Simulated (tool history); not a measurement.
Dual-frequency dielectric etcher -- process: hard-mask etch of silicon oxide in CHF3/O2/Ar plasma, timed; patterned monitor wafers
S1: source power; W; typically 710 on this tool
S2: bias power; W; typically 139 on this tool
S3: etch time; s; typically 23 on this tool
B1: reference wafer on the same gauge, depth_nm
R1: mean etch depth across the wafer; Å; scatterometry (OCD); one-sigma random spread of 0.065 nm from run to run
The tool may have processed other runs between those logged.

Run 1, day 0: usual settings; B1 42.01. Result: R1 438.8 Å.
At day 1.592: wet clean of the chamber.
At day 1.742: source power generator calibrated.
At day 2.046: upper electrode replaced.
Run 2, day 2.067: usual settings but S3 25.5 s; B1 42. Result: R1 479.7 Å.
Run 3, day 2.079: usual settings but S3 25.5 s; B1 42. Result: R1 479.6 Å.
Run 4, day 2.096: usual settings but S3 25.5 s; B1 42.01. Result: R1 480 Å.
Run 5, day 2.108: usual settings but S3 20.5 s; B1 42.01. Result: R1 385.3 Å.
Run 6, day 2.65: usual settings but S3 20.5 s; B1 41.97. Result: R1 386.6 Å.
Run 7, day 3: usual settings but S1 840 W, S2 159 W; B1 42.02. Result: R1 477.4 Å.
At day 3.2: gauge calibrated.
Run 8, day 3.383: usual settings but S2 126 W; B1 42.01. Result: R1 417.4 Å.
Run 9, day 3.996: usual settings but S2 126 W; B1 41.98. Result: R1 417.7 Å.
Run 10, day 4.662: usual settings but S1 650 W; B1 42.02. Result: R1 423.8 Å.
Run 11, day 4.95: usual settings but S3 19 s; B1 42.01. Result: R1 359.1 Å.
Run 12, day 5.421: usual settings; B1 42. Result: R1 434.1 Å.
Run 13, day 5.692: usual settings but S1 790 W, S2 162 W, S3 18.5 s; B1 42. Result: R1 381.2 Å.
Run 14, day 6.004: usual settings; B1 42.01. Result: R1 434 Å.
Run 15, day 6.688: usual settings but S2 171 W; B1 42.02. Result: R1 470.1 Å.
Run 16, day 7.229: usual settings but S2 111 W; B1 42.02. Result: R1 399.2 Å.
Run 17, day 7.483: usual settings but S1 620 W, S2 152 W; B1 41.99. Result: R1 432.4 Å.
Run 18, day 8.083: usual settings; B1 42. Result: R1 433.5 Å.
Run 19, day 8.829: usual settings but S1 810 W, S2 118 W, S3 19.5 s; B1 42. Result: R1 360.4 Å.
Run 20, day 9.354: usual settings but S2 125 W; B1 42.01. Result: R1 417.2 Å.
Run 21, day 9.812: usual settings but S1 810 W; B1 41.99. Result: R1 452.7 Å.
Run 22, day 10.246: usual settings but S1 840 W, S2 122 W, S3 29.5 s; B1 42. Result: R1 558.4 Å.
Run 23, day 10.554: usual settings but S1 780 W, S2 106 W, S3 26.5 s; B1 41.97. Result: R1 465.7 Å.
Run 24, day 10.929: usual settings but S2 149 W; B1 42.03. Result: R1 446.4 Å.
Run 25, day 11.279: usual settings but S2 149 W, S3 21 s; B1 41.99. Result: R1 407.8 Å.
Run 26, day 11.854: usual settings; B1 42. Result: R1 436.2 Å.
Run 27, day 12.421: usual settings but S1 620 W, S2 121 W, S3 28.5 s; B1 41.99. Result: R1 491.1 Å.
Run 28, day 12.996: usual settings but S1 610 W; B1 41.99. Result: R1 417.7 Å.
Run 29, day 13.367: usual settings but S1 830 W, S2 115 W, S3 28.5 s; B1 42. Result: R1 527.1 Å.
Run 30, day 13.75: usual settings but S1 880 W, S2 171 W, S3 28.5 s; B1 42. Result: R1 620.3 Å.

How would selected steps in R1 from run to run divide? Give the signed amount a tool lacking its hidden state would still show from settings, what came in and random variation, and the signed amount left for the hidden state, including any gauge scatter that is not in both of the compared results.
Hidden state present: etch rate over this chamber's usual, %; source power that arrives over what is set, %; bias power that arrives over what is set, %; gauge reads high (%).
Run 1 -> 2: S3 23 -> 25.5, wet clean of the chamber, source power generator calibrated, upper electrode replaced. R1 +40.9 Å: hidden state -4.9, all else +45.8.
Run 4 -> 5: S3 25.5 -> 20.5. R1 -94.7 Å: hidden state +0.1, all else -94.8.
Run 21 -> 22: S1 810 -> 840, S2 139 -> 122, S3 23 -> 29.5. R1 +105.7 Å: hidden state +0.4, all else +105.3.
Run 28 -> 29: S1 610 -> 830, S2 139 -> 115, S3 23 -> 28.5. R1 +109.4 Å: hidden state +0.6, all else +108.8.
Run 29 -> 30: S1 830 -> 880, S2 115 -> 171. R1 +93.2 Å: hidden state +0.6, all else +92.6.
